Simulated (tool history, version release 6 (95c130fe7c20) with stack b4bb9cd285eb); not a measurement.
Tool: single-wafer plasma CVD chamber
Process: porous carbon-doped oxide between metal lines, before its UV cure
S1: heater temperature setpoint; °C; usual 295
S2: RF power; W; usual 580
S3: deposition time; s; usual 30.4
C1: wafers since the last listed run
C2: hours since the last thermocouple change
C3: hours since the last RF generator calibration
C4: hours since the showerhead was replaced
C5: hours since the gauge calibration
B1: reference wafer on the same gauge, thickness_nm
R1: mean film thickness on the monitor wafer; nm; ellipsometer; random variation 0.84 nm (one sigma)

{"run": 1, "hour": 0.0, "S1": 295, "S2": 580, "S3": 30.4, "C1": 0, "C2": 2443.9, "C3": 677.2, "C4": 5611.6, "C5": 309.8, "B1": 158.085, "R1": 173.269}
{"run": 2, "hour": 33.2, "S1": 295, "S2": 580, "S3": 30.4, "C1": 1117, "C2": 2477.1, "C3": 710.4, "C4": 5644.8, "C5": 343, "B1": 158.012, "R1": 172.758}
{"run": 3, "hour": 59.1, "S1": 295, "S2": 580, "S3": 30.4, "C1": 872, "C2": 2503, "C3": 736.3, "C4": 5670.7, "C5": 368.9, "B1": 157.755, "R1": 173.909}
{"run": 4, "hour": 84.3, "S1": 295, "S2": 580, "S3": 32.6, "C1": 848, "C2": 2528.2, "C3": 761.5, "C4": 5695.9, "C5": 394.1, "B1": 157.975, "R1": 185.155}
{"run": 5, "hour": 116.8, "S1": 295, "S2": 580, "S3": 30.4, "C1": 1094, "C2": 2560.7, "C3": 794, "C4": 5728.4, "C5": 426.6, "B1": 158.056, "R1": 170.267}
{"run": 6, "hour": 143.7, "S1": 295, "S2": 580, "S3": 30.4, "C1": 905, "C2": 2587.6, "C3": 820.9, "C4": 5755.3, "C5": 453.5, "B1": 157.817, "R1": 171.936}
{"run": 7, "hour": 177.2, "S1": 295, "S2": 580, "S3": 30.4, "C1": 1127, "C2": 2621.1, "C3": 854.4, "C4": 5788.8, "C5": 487, "B1": 157.997, "R1": 172.119}
{"run": 8, "hour": 191.1, "S1": 295, "S2": 580, "S3": 30.4, "C1": 468, "C2": 2635, "C3": 868.3, "C4": 5802.7, "C5": 500.9, "B1": 158.092, "R1": 169.836}
{"run": 9, "hour": 212.6, "S1": 295, "S2": 580, "S3": 30.4, "C1": 723, "C2": 2656.5, "C3": 889.8, "C4": 5824.2, "C5": 522.4, "B1": 157.806, "R1": 172.086}
{"hour": 228.9, "done": "thermocouple changed; heater temperature recalibrated"}
{"run": 10, "hour": 245.1, "S1": 295, "S2": 580, "S3": 30.4, "C1": 824, "C2": 16.2, "C3": 922.3, "C4": 5856.7, "C5": 554.9, "B1": 158.189, "R1": 171.841}
{"hour": 285.2, "done": "RF generator calibrated"}
{"run": 11, "hour": 285.7, "S1": 295, "S2": 580, "S3": 30.4, "C1": 1097, "C2": 56.8, "C3": 0.5, "C4": 5897.3, "C5": 595.5, "B1": 158.12, "R1": 178.991}
{"run": 12, "hour": 298.5, "S1": 295, "S2": 580, "S3": 30.4, "C1": 430, "C2": 69.6, "C3": 13.3, "C4": 5910.1, "C5": 608.3, "B1": 157.777, "R1": 178.644}
{"run": 13, "hour": 312.8, "S1": 295, "S2": 665, "S3": 30.4, "C1": 481, "C2": 83.9, "C3": 27.6, "C4": 5924.4, "C5": 622.6, "B1": 157.972, "R1": 197.409}
{"run": 14, "hour": 337.9, "S1": 295, "S2": 580, "S3": 30.4, "C1": 845, "C2": 109, "C3": 52.7, "C4": 5949.5, "C5": 647.7, "B1": 158.218, "R1": 177.091}
{"run": 15, "hour": 355.2, "S1": 301, "S2": 470, "S3": 32.8, "C1": 582, "C2": 126.3, "C3": 70, "C4": 5966.8, "C5": 665, "B1": 157.928, "R1": 156.786}
{"run": 16, "hour": 444.5, "S1": 288, "S2": 695, "S3": 34.6, "C1": 3006, "C2": 215.6, "C3": 159.3, "C4": 6056.1, "C5": 754.3, "B1": 157.803, "R1": 239.611}
{"run": 17, "hour": 461.1, "S1": 305, "S2": 490, "S3": 25.2, "C1": 558, "C2": 232.2, "C3": 175.9, "C4": 6072.7, "C5": 770.9, "B1": 158.026, "R1": 120.993}
{"run": 18, "hour": 492.7, "S1": 287, "S2": 680, "S3": 32.4, "C1": 1063, "C2": 263.8, "C3": 207.5, "C4": 6104.3, "C5": 802.5, "B1": 158.191, "R1": 220.739}
{"run": 19, "hour": 510.6, "S1": 295, "S2": 580, "S3": 30.4, "C1": 602, "C2": 281.7, "C3": 225.4, "C4": 6122.2, "C5": 820.4, "B1": 157.864, "R1": 177.007}
{"run": 20, "hour": 525.1, "S1": 295, "S2": 580, "S3": 30.4, "C1": 488, "C2": 296.2, "C3": 239.9, "C4": 6136.7, "C5": 834.9, "B1": 158.016, "R1": 177.309}
{"run": 21, "hour": 543.0, "S1": 309, "S2": 475, "S3": 24.9, "C1": 602, "C2": 314.1, "C3": 257.8, "C4": 6154.6, "C5": 852.8, "B1": 157.986, "R1": 114.228}
{"hour": 554.6, "done": "gauge calibrated"}
{"hour": 564.2, "done": "showerhead replaced"}
{"run": 22, "hour": 569.6, "S1": 295, "S2": 630, "S3": 28.3, "C1": 626, "C2": 340.7, "C3": 284.4, "C4": 5.4, "C5": 15, "B1": 157.943, "R1": 175.558}
{"run": 23, "hour": 590.3, "S1": 295, "S2": 580, "S3": 32.6, "C1": 696, "C2": 361.4, "C3": 305.1, "C4": 26.1, "C5": 35.7, "B1": 157.769, "R1": 188.845}
{"run": 24, "hour": 610.0, "S1": 295, "S2": 580, "S3": 34.7, "C1": 663, "C2": 381.1, "C3": 324.8, "C4": 45.8, "C5": 55.4, "B1": 157.858, "R1": 200.477}
{"run": 25, "hour": 633.2, "S1": 284, "S2": 540, "S3": 35.2, "C1": 781, "C2": 404.3, "C3": 348, "C4": 69, "C5": 78.6, "B1": 158.211, "R1": 204.856}
{"run": 26, "hour": 661.8, "S1": 281, "S2": 545, "S3": 26.5, "C1": 962, "C2": 432.9, "C3": 376.6, "C4": 97.6, "C5": 107.2, "B1": 157.963, "R1": 159.986}

Forecast run 27:
{"run": 27, "hour": 684.5, "S1": 295, "S2": 580, "S3": 30.4, "C1": 764, "C2": 455.6, "C3": 399.3, "C4": 120.3, "C5": 129.9, "B1": "?", "R1": "?"}

Run 27 gave B1 157.959, R1 177.206 nm.
Without the tool's hidden state the same run would have given R1 179.733 nm.
